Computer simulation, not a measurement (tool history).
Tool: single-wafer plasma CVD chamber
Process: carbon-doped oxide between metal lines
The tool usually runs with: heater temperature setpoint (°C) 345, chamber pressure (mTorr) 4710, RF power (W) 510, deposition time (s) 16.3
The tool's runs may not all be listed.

| run | day | heater temperature setpoint (°C) | chamber pressure (mTorr) | RF power (W) | deposition time (s) | wafers since the last listed run | hours since the last thermocouple change | hours since the last RF generator calibration | hours since the last manometer calibration | hours since the showerhead was replaced | hours since the gauge calibration | read-back reference wafer on the same gauge, thickness_nm | mean film thickness on the monitor wafer (Å) |
|---|---|---|---|---|---|---|---|---|---|---|---|---|---|
| 1 | 0 | 345 | 4080 | 510 | 16.3 | 0 | 1012.6 | 985.9 | 958.1 | 3394 | 1024.5 | 96.936 | 889.2 |
|  | 2.183 | thermocouple changed; heater temperature recalibrated |
| 2 | 6.125 | 345 | 4080 | 510 | 16.3 | 4081 | 94.6 | 1132.9 | 1105.1 | 3541 | 1171.5 | 96.683 | 890.94 |
| 3 | 7.892 | 345 | 4710 | 440 | 16.3 | 1244 | 137 | 1175.3 | 1147.5 | 3583.4 | 1213.9 | 96.777 | 820.84 |
| 4 | 10.588 | 345 | 4710 | 430 | 16.3 | 1899 | 201.7 | 1240 | 1212.2 | 3648.1 | 1278.6 | 96.79 | 816.2 |
| 5 | 12.138 | 345 | 4710 | 430 | 16.3 | 1092 | 238.9 | 1277.2 | 1249.4 | 3685.3 | 1315.8 | 96.816 | 817.07 |
| 6 | 14.942 | 345 | 4710 | 490 | 16.3 | 1975 | 306.2 | 1344.5 | 1316.7 | 3752.6 | 1383.1 | 96.813 | 881.54 |
| 7 | 17.521 | 345 | 4710 | 490 | 16.3 | 1817 | 368.1 | 1406.4 | 1378.6 | 3814.5 | 1445 | 96.667 | 873.49 |
| 8 | 20.438 | 345 | 4710 | 490 | 16.3 | 2055 | 438.1 | 1476.4 | 1448.6 | 3884.5 | 1515 | 96.789 | 876.05 |
| 9 | 21.704 | 345 | 4710 | 455 | 18.8 | 892 | 468.5 | 1506.8 | 1479 | 3914.9 | 1545.4 | 96.849 | 966.82 |
|  | 22.742 | RF generator calibrated |
| 10 | 23.179 | 345 | 4710 | 455 | 18.8 | 804 | 503.9 | 10.5 | 1514.4 | 3950.3 | 1580.8 | 96.755 | 1006.28 |
| 11 | 25.742 | 358 | 4710 | 590 | 16.3 | 1805 | 565.4 | 72 | 1575.9 | 4011.8 | 1642.3 | 96.74 | 974.11 |
|  | 26.721 | gauge calibrated |
| 12 | 27.942 | 353 | 3530 | 510 | 16.3 | 1550 | 618.2 | 124.8 | 1628.7 | 4064.6 | 29.3 | 96.813 | 879.31 |
| 13 | 30.929 | 345 | 4290 | 510 | 18.7 | 2105 | 689.9 | 196.5 | 1700.4 | 4136.3 | 101 | 96.714 | 1043.09 |
| 14 | 32.704 | 336 | 4250 | 560 | 16.3 | 1250 | 732.5 | 239.1 | 1743 | 4178.9 | 143.6 | 96.623 | 988.24 |
|  | 34.279 | showerhead replaced |
| 15 | 35.625 | 345 | 4710 | 510 | 16.3 | 1823 | 802.6 | 309.2 | 1813.1 | 32.3 | 213.7 | 96.539 | 929.54 |
| 16 | 39.521 | 345 | 4710 | 510 | 16.3 | 2745 | 896.1 | 402.7 | 1906.6 | 125.8 | 307.2 | 96.713 | 917.71 |
|  | 41.004 | capacitance manometer re-zeroed and calibrated |
| 17 | 41.975 | 345 | 4710 | 455 | 18.8 | 1494 | 955 | 461.6 | 23.3 | 184.7 | 366.1 | 96.775 | 990.47 |
| 18 | 43.221 | 345 | 4710 | 510 | 16.3 | 877 | 984.9 | 491.5 | 53.2 | 214.6 | 396 | 96.509 | 923.54 |

What will run 19 give?
| 19 | 45.954 | 345 | 4710 | 510 | 16.3 | 1926 | 1050.5 | 557.1 | 118.8 | 280.2 | 461.6 | ? | ? |

read-back reference wafer on the same gauge, thickness_nm: 96.616
mean film thickness on the monitor wafer (Å): 919.16
On a tool with no hidden condition, and with the same random variation, this run would have come out at mean film thickness on the monitor wafer (Å) 939.29.
